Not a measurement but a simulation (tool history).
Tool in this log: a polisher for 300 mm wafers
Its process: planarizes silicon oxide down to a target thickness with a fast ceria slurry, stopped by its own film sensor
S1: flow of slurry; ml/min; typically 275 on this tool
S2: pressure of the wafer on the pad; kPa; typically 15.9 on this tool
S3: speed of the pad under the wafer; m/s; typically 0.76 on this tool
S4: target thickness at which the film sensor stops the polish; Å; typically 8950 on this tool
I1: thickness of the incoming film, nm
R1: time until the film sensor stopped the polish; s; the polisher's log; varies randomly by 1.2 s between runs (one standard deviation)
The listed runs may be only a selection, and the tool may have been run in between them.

run,hour,S1,S2,S3,S4,I1,R1
1,0,275,15.9,0.76,8950,1562.5,69.2
# hour 99.8: slurry nozzle cleaned
2,103,275,15.9,0.68,8950,1567.6,71.8
3,175.3,275,15.9,0.68,8950,1563.3,69.1
# hour 200.9: worn pad replaced by a new one
4,216,275,15.9,0.76,8950,1580.9,66.8
5,302,275,15.9,0.76,8950,1568.2,63.3
# hour 524.4: worn pad replaced by a new one
6,580.4,275,15.9,0.76,8950,1561.6,65.7
7,620.2,275,15.9,0.76,8950,1562,68.9
# hour 714.9: head pressure recalibrated
8,728,275,15.9,0.76,8950,1593.3,75.7
# hour 773.2: worn pad replaced by a new one
9,779.5,230,17.2,0.76,8950,1562.7,72.9
# hour 796.4: slurry nozzle cleaned
10,880.5,275,17.9,1,10090,1589.8,42.3
11,957.9,275,11.7,0.88,6630,1549.6,104.7
# hour 1054.4: worn pad replaced by a new one
12,1065.7,275,15.9,0.84,8950,1581.1,61.7
13,1116.9,275,15.9,0.76,8950,1548.4,63.2
14,1236.1,215,20.7,0.82,8010,1557.1,56.1
15,1297.8,360,15.9,0.76,7290,1594.3,86
# hour 1345: worn pad replaced by a new one
16,1375.5,275,15.9,0.76,8950,1567.3,70
# hour 1400.7: slurry nozzle cleaned
17,1431.8,275,15.9,0.76,10660,1592.1,49.4

Give the tool's hidden conditions for every run:
removal rate lost through wear of the pad, %: 0 across all the runs
deviation of the head's pressure from its setpoint, %: 0 across all the runs
H1: slurry flow missing at the pad, %
run,H1
1,35.2
2,5.57
3,6.16
4,6.96
5,9.79
6,29.4
7,33.5
8,46.2
9,53.2
10,2.45
11,4.41
12,9.2
13,12.3
14,21.6
15,27.6
16,36.3
17,4.05
